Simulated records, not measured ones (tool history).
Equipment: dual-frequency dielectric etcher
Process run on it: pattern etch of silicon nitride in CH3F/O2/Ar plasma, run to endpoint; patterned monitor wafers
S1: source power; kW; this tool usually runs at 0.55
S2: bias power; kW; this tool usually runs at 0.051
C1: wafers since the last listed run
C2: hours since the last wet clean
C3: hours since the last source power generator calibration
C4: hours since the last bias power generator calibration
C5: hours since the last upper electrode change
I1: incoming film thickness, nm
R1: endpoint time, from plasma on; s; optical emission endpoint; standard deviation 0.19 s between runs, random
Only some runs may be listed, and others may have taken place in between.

run   hour    S1     S2   C1     C2      C3      C4      C5     I1    R1
  1      0   0.6  0.051    0  185.9  3386.1  4545.4  4891.7  37.33  48.9
  2   30.5  0.55  0.051  250  216.4  3416.6  4575.9  4922.2  36.99  50.8
  3     43  0.55  0.051  102  228.9  3429.1  4588.4  4934.7  36.93  50.9
  4   76.7  0.55  0.051  276  262.6  3462.8  4622.1  4968.4   36.8  50.6
  5   91.1  0.55  0.051  118    277  3477.2  4636.5  4982.8  37.03  50.9
  6  103.3  0.55  0.051  100  289.2  3489.4  4648.7    4995  37.16  51.5
  7    129  0.65  0.051  211  314.9  3515.1  4674.4  5020.7  36.95  47.1
  8  210.6  0.55  0.051  669  396.5  3596.7    4756  5102.3  36.73  50.9
  9  234.8  0.55  0.051  198  420.7  3620.9  4780.2  5126.5  36.71  51.2
 10  269.7  0.65  0.047  286  455.6  3655.8  4815.1  5161.4  36.94  49.3
 11  302.9  0.43  0.038  272  488.8    3689  4848.3  5194.6  37.24  66.9
     311.7  -- bias power generator calibrated
 12  316.5  0.55  0.051   78  502.4  3702.6     4.8  5208.2  37.02  52.1
 13  337.1  0.67  0.064  169    523  3723.2    25.4  5228.8  37.05  43.7
     354.9  -- source power generator calibrated
 14  371.5  0.49   0.06  249  557.4    16.6    59.8  5263.2  37.18  52.2
 15  391.3  0.63  0.051  162  577.2    36.4    79.6    5283  37.22    49
     430.1  -- wet clean of the chamber
     435.2  -- upper electrode replaced
 16  435.7  0.55  0.041  125    5.6    80.8     124     0.5  36.62  52.6
 17  519.3   0.6   0.06  686   89.2   164.4   207.6    84.1  36.75  43.7
 18  550.3  0.55  0.051  254  120.2   195.4   238.6   115.1  36.99  49.6

Here are 4 independent what-if runs from the current tool condition. What would each one return?
  A  550.7  0.55  0.051   3  120.6  195.8  239  115.5  37.21   ?
  B  550.7  0.48  0.043   3  120.6  195.8  239  115.5  37.21   ?
  C  550.7   0.5  0.051   3  120.6  195.8  239  115.5  37.21   ?
  D  550.7  0.59  0.061   3  120.6  195.8  239  115.5  37.21   ?

run    R1
  A  49.9
  B    57
  C  52.2
  D    45
Take away the tool's hidden state, keep each run's random variation, and the runs would have read:
run    R1
  A    50
  B  57.1
  C  52.4
  D  45.1
